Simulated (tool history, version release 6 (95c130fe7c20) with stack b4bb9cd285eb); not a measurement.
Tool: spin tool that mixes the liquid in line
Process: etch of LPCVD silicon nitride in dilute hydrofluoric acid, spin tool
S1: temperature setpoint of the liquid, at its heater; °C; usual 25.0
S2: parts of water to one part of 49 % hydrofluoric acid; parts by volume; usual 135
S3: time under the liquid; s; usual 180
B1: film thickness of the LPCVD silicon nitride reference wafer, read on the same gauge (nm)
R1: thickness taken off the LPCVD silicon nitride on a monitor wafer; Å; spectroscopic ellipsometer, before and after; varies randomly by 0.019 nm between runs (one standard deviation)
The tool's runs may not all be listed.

{"run": 1, "hour": 0.0, "S1": 25.0, "S2": 135, "S3": 205, "B1": 119.947, "R1": 8.04}
{"run": 2, "hour": 15.7, "S1": 25.0, "S2": 135, "S3": 205, "B1": 119.962, "R1": 8.2}
{"run": 3, "hour": 31.0, "S1": 25.0, "S2": 135, "S3": 205, "B1": 119.925, "R1": 8.09}
{"run": 4, "hour": 44.9, "S1": 25.0, "S2": 135, "S3": 180, "B1": 120.011, "R1": 7.22}
{"run": 5, "hour": 61.8, "S1": 25.0, "S2": 135, "S3": 180, "B1": 120.075, "R1": 7.43}
{"run": 6, "hour": 69.6, "S1": 25.0, "S2": 135, "S3": 180, "B1": 119.981, "R1": 7.36}
{"run": 7, "hour": 77.0, "S1": 25.0, "S2": 160, "S3": 180, "B1": 119.952, "R1": 6.37}
{"run": 8, "hour": 88.6, "S1": 25.0, "S2": 135, "S3": 180, "B1": 119.98, "R1": 6.82}
{"run": 9, "hour": 102.1, "S1": 25.0, "S2": 135, "S3": 180, "B1": 120.043, "R1": 6.95}
{"run": 10, "hour": 110.5, "S1": 25.0, "S2": 135, "S3": 180, "B1": 120.008, "R1": 6.94}
{"run": 11, "hour": 125.2, "S1": 25.0, "S2": 135, "S3": 180, "B1": 119.992, "R1": 6.85}
{"run": 12, "hour": 137.5, "S1": 25.0, "S2": 135, "S3": 245, "B1": 119.997, "R1": 9.52}
{"run": 13, "hour": 151.9, "S1": 25.0, "S2": 135, "S3": 245, "B1": 119.992, "R1": 10.19}
{"run": 14, "hour": 161.8, "S1": 25.0, "S2": 135, "S3": 180, "B1": 119.985, "R1": 7.21}
{"run": 15, "hour": 177.3, "S1": 25.0, "S2": 135, "S3": 180, "B1": 119.988, "R1": 7.25}
{"run": 16, "hour": 184.0, "S1": 25.0, "S2": 135, "S3": 180, "B1": 119.952, "R1": 7.2}
{"run": 17, "hour": 192.4, "S1": 25.0, "S2": 160, "S3": 100, "B1": 119.977, "R1": 3.26}
{"run": 18, "hour": 202.0, "S1": 27.5, "S2": 75, "S3": 75, "B1": 119.992, "R1": 6.09}
{"run": 19, "hour": 209.1, "S1": 25.0, "S2": 85, "S3": 180, "B1": 119.979, "R1": 11.16}
{"run": 20, "hour": 226.0, "S1": 25.0, "S2": 135, "S3": 205, "B1": 119.978, "R1": 7.88}
{"run": 21, "hour": 240.4, "S1": 25.0, "S2": 135, "S3": 180, "B1": 119.989, "R1": 7.15}
{"run": 22, "hour": 246.8, "S1": 20.0, "S2": 85, "S3": 180, "B1": 119.996, "R1": 8.16}
{"run": 23, "hour": 263.3, "S1": 25.0, "S2": 70, "S3": 110, "B1": 120.035, "R1": 8.5}
{"run": 24, "hour": 277.3, "S1": 25.0, "S2": 135, "S3": 180, "B1": 119.976, "R1": 7.07}
{"run": 25, "hour": 285.3, "S1": 29.0, "S2": 90, "S3": 180, "B1": 120.032, "R1": 13.91}
{"run": 26, "hour": 292.9, "S1": 26.5, "S2": 180, "S3": 275, "B1": 119.967, "R1": 9.01}
{"run": 27, "hour": 310.4, "S1": 29.5, "S2": 115, "S3": 230, "B1": 120.013, "R1": 14.18}
{"run": 28, "hour": 326.8, "S1": 26.5, "S2": 170, "S3": 245, "B1": 120.074, "R1": 8.39}
{"run": 29, "hour": 337.0, "S1": 21.0, "S2": 205, "S3": 215, "B1": 120.017, "R1": 4.41}
{"run": 30, "hour": 353.7, "S1": 22.0, "S2": 70, "S3": 100, "B1": 120.022, "R1": 6.25}
{"run": 31, "hour": 378.2, "S1": 25.0, "S2": 135, "S3": 280, "B1": 119.935, "R1": 11.28}
{"run": 32, "hour": 387.1, "S1": 25.0, "S2": 180, "S3": 180, "B1": 120.057, "R1": 5.34}
{"run": 33, "hour": 403.1, "S1": 21.0, "S2": 85, "S3": 270, "B1": 120.029, "R1": 13.34}

Missing from the log above: 3 entries noted between runs. For each, name the pair of listed runs it sits between and say how the tool's hidden condition differs from the listed run just before to the listed run just after:
From run 7 to run 8: thermometer replaced (hour 80.9)
  the hidden state is the same at both runs
From run 17 to run 18: gauge calibrated (hour 201.8)
  the hidden state is the same at both runs
From run 24 to run 25: hydrofluoric acid flow meter replaced (hour 279.6)
  the hidden state is the same at both runs
